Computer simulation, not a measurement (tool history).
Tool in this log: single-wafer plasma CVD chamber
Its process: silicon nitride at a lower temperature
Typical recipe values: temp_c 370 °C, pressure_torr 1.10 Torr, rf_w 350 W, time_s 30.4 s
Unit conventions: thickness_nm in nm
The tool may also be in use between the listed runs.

run,hour,temp_c,pressure_torr,rf_w,time_s,wafers since the last listed run,hours since the last thermocouple change,hours since the last RF generator calibration,hours since the last manometer calibration,hours since the showerhead was replaced,hours since the gauge calibration,"read-back reference wafer on the same gauge, thickness_nm",thickness_nm
1,0.0,370,1.24,350,30.4,0,1154.0,1444.6,863.2,3613.3,2859.8,40.694,37.215
# hour 8.7: gauge calibrated
2,64.6,370,1.24,350,30.4,1279,1218.6,1509.2,927.8,3677.9,55.9,40.679,37.070
# hour 85.5: RF generator calibrated
3,243.9,364,1.10,350,30.4,3392,1397.9,158.4,1107.1,3857.2,235.2,40.685,36.564
# hour 388.7: thermocouple changed; heater temperature recalibrated
4,535.5,370,1.10,350,30.4,5616,146.8,450.0,1398.7,4148.8,526.8,40.706,36.041
5,625.2,364,0.83,350,30.4,1776,236.5,539.7,1488.4,4238.5,616.5,40.699,32.839
6,717.7,370,1.10,350,27.4,1831,329.0,632.2,1580.9,4331.0,709.0,40.694,32.456
7,800.7,370,1.01,380,35.5,1643,412.0,715.2,1663.9,4414.0,792.0,40.677,43.245
8,852.5,381,1.27,380,30.4,1025,463.8,767.0,1715.7,4465.8,843.8,40.692,39.352
# hour 907.2: capacitance manometer re-zeroed and calibrated
9,937.9,380,1.10,350,36.1,1532,549.2,852.4,30.7,4551.2,929.2,40.713,42.470
10,984.9,370,1.10,350,30.4,930,596.2,899.4,77.7,4598.2,976.2,40.688,35.903
# hour 1022.8: showerhead replaced
11,1072.0,363,1.10,350,30.4,1566,683.3,986.5,164.8,49.2,1063.3,40.693,36.074
12,1141.6,370,1.10,300,30.4,1378,752.9,1056.1,234.4,118.8,1132.9,40.690,32.231
13,1223.5,370,1.10,350,27.4,1622,834.8,1138.0,316.3,200.7,1214.8,40.687,32.302
14,1287.5,370,1.10,350,30.4,1267,898.8,1202.0,380.3,264.7,1278.8,40.686,35.938
# hour 1345.0: RF generator calibrated
15,1368.6,370,1.10,350,28.7,1447,979.9,23.6,461.4,345.8,1359.9,40.696,34.649
16,1426.6,382,1.10,375,30.4,1148,1037.9,81.6,519.4,403.8,1417.9,40.687,37.888
17,1498.9,370,1.10,350,30.4,1431,1110.2,153.9,591.7,476.1,1490.2,40.704,36.573
18,1596.5,370,1.10,350,25.7,1932,1207.8,251.5,689.3,573.7,1587.8,40.709,30.631
19,1697.8,370,0.83,350,30.4,2006,1309.1,352.8,790.6,675.0,1689.1,40.688,32.902
20,1794.8,378,1.20,410,30.4,1921,1406.1,449.8,887.6,772.0,1786.1,40.729,40.900
21,1886.7,370,1.28,280,30.4,1820,1498.0,541.7,979.5,863.9,1878.0,40.685,32.371
# hour 1929.3: thermocouple changed; heater temperature recalibrated
22,1946.3,381,1.10,350,30.4,1021,17.0,601.3,1039.1,923.5,1937.6,40.715,35.793
23,2000.8,356,1.33,350,26.9,1079,71.5,655.8,1093.6,978.0,1992.1,40.714,33.738
24,2054.0,370,1.10,350,30.4,1053,124.7,709.0,1146.8,1031.2,2045.3,40.692,36.076
25,2134.9,377,1.10,350,36.1,1602,205.6,789.9,1227.7,1112.1,2126.2,40.701,42.589
26,2181.8,370,0.88,350,35.1,928,252.5,836.8,1274.6,1159.0,2173.1,40.717,38.229
27,2266.3,370,0.89,350,26.9,1673,337.0,921.3,1359.1,1243.5,2257.6,40.721,29.559
28,2305.7,370,0.94,350,30.4,780,376.4,960.7,1398.5,1282.9,2297.0,40.709,34.113

4 options for the next run, each taken on its own from the tool as it stands now. Forecast them:
A,2306.1,370,1.10,350,30.4,7,376.8,961.1,1398.9,1283.3,2297.4,?,?
B,2306.1,370,1.18,350,35.4,7,376.8,961.1,1398.9,1283.3,2297.4,?,?
C,2306.1,370,1.10,385,30.4,7,376.8,961.1,1398.9,1283.3,2297.4,?,?
D,2306.1,370,1.10,350,28.3,7,376.8,961.1,1398.9,1283.3,2297.4,?,?

run,"read-back reference wafer on the same gauge, thickness_nm",thickness_nm
A,40.693,35.924
B,40.693,42.745
C,40.693,38.175
D,40.693,33.448
What these runs would have given with no unlogged condition in the tool:
run,thickness_nm
A,36.990
B,44.013
C,39.308
D,34.440
